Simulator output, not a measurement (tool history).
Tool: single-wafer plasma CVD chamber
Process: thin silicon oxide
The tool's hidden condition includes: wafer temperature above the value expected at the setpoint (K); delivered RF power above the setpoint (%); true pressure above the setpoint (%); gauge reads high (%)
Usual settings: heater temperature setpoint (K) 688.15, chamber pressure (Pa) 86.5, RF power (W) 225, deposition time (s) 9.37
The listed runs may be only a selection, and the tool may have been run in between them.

run	day	heater temperature setpoint (K)	chamber pressure (Pa)	RF power (W)	deposition time (s)	wafers since the last listed run	hours since the last thermocouple change	hours since the last RF generator calibration	hours since the last manometer calibration	hours since the showerhead was replaced	hours since the gauge calibration	read-back reference wafer on the same gauge, thickness_nm	mean film thickness on the monitor wafer (angstrom)
1	0	688.15	97.6	225	9.37	0	378	1966.3	1526.3	6732.7	793.1	12.006	125.4
2	1.642	688.15	97.6	225	9.37	637	417.4	2005.7	1565.7	6772.1	832.5	12.014	126.04
3	3.033	688.15	97.6	225	9.37	540	450.8	2039.1	1599.1	6805.5	865.9	11.998	126.37
4	4.417	688.15	86.5	225	9.37	537	484	2072.3	1632.3	6838.7	899.1	11.995	112.02
5	6.233	688.15	86.5	225	9.37	705	527.6	2115.9	1675.9	6882.3	942.7	12.002	112.04
# day 7.767: showerhead replaced
6	9.121	688.15	86.5	225	9.37	992	596.9	2185.2	1745.2	32.5	1012	11.996	112.17
7	10.742	688.15	86.5	225	9.37	629	635.8	2224.1	1784.1	71.4	1050.9	11.992	111.26
# day 12.346: gauge calibrated
8	12.862	688.15	86.5	225	9.37	824	686.7	2275	1835	122.3	12.4	11.999	111.34
9	13.992	695.15	86.5	225	9.37	438	713.8	2302.1	1862.1	149.4	39.5	11.992	111.62
# day 14.521: RF generator calibrated
10	16	688.15	86.5	225	8.62	650	762	35.5	1910.3	197.6	87.7	11.999	100.42
11	18.167	688.15	86.5	225	8.62	841	814	87.5	1962.3	249.6	139.7	11.996	101.05
12	19.492	688.15	86.5	210	9.37	514	845.8	119.3	1994.1	281.4	171.5	12.002	105.09
13	21.25	688.15	86.5	225	9.37	683	888	161.5	2036.3	323.6	213.7	12.005	109.37
14	23.633	688.15	86.5	225	9.37	926	945.2	218.7	2093.5	380.8	270.9	12.003	109.6
# day 26.429: RF generator calibrated, repeated, since the last time left the tool worse
15	26.45	688.15	86.5	225	9.37	964	1012.8	0.5	2161.1	448.4	338.5	12.004	113.71
16	28.475	692.15	86.5	185	7.93	786	1061.4	49.1	2209.7	497	387.1	12.004	85.31
17	29.817	696.15	74	210	10.6	521	1093.6	81.3	2241.9	529.2	419.3	12.002	105.8
18	32.704	694.15	70.5	225	9.37	1121	1162.9	150.6	2311.2	598.5	488.6	11.998	92.03
19	34.558	688.15	103.5	240	9.37	720	1207.4	195.1	2355.7	643	533.1	12.009	139.66
# day 35.321: capacitance manometer re-zeroed and calibrated
20	36.267	688.15	86.5	190	9.37	534	1248.4	236.1	22.7	684	574.1	12.001	103.37
# day 36.942: thermocouple changed; heater temperature recalibrated
21	38.688	682.15	102	225	11.06	811	41.9	294.2	80.8	742.1	632.2	12.018	157.38
22	41.192	688.15	86.5	260	9.37	972	102	354.3	140.9	802.2	692.3	11.989	122.58
23	43.529	688.15	75.5	225	9.37	908	158.1	410.4	197	858.3	748.4	11.998	99.57
24	44.733	688.15	92.1	245	9.37	467	187	439.3	225.9	887.2	777.3	12.011	125.69
25	46.808	688.15	104.9	225	9.37	806	236.8	489.1	275.7	937	827.1	12.008	136.7
26	49.308	688.15	86.5	195	9.37	971	296.8	549.1	335.7	997	887.1	11.99	104.33
27	51.221	679.15	97.7	255	10.51	743	342.7	595	381.6	1042.9	933	11.999	154.68
28	52.825	695.15	96.9	250	8.85	623	381.2	633.5	420.1	1081.4	971.5	12	125.3

For each entry between runs, how does the tool's hidden state at the last listed run before it compare with that at the first listed run after it?
After run 5, before run 6: showerhead replaced (day 7.767)
  delivered RF power above the setpoint (%): -3.23 -> -3.43
  measured less the result without the state, mean film thickness on the monitor wafer (angstrom): -2.06 -> -2.19
After run 7, before run 8: gauge calibrated (day 12.346)
  delivered RF power above the setpoint (%): -3.55 -> -3.71
  measured less the result without the state, mean film thickness on the monitor wafer (angstrom): -2.25 -> -2.36
After run 9, before run 10: RF generator calibrated (day 14.521)
  delivered RF power above the setpoint (%): -3.8 -> -6.34
  measured less the result without the state, mean film thickness on the monitor wafer (angstrom): -2.42 -> -3.79
After run 14, before run 15: RF generator calibrated, repeated, since the last time left the tool worse (day 26.429)
  delivered RF power above the setpoint (%): -6.37 -> -0.582
  measured less the result without the state, mean film thickness on the monitor wafer (angstrom): -4.15 -> -0.37
After run 19, before run 20: capacitance manometer re-zeroed and calibrated (day 35.321)
  delivered RF power above the setpoint (%): -0.608 -> -0.62
  measured less the result without the state, mean film thickness on the monitor wafer (angstrom): -0.47 -> -0.39
After run 20, before run 21: thermocouple changed; heater temperature recalibrated (day 36.942)
  delivered RF power above the setpoint (%): -0.62 -> -0.642
  measured less the result without the state, mean film thickness on the monitor wafer (angstrom): -0.39 -> -0.56
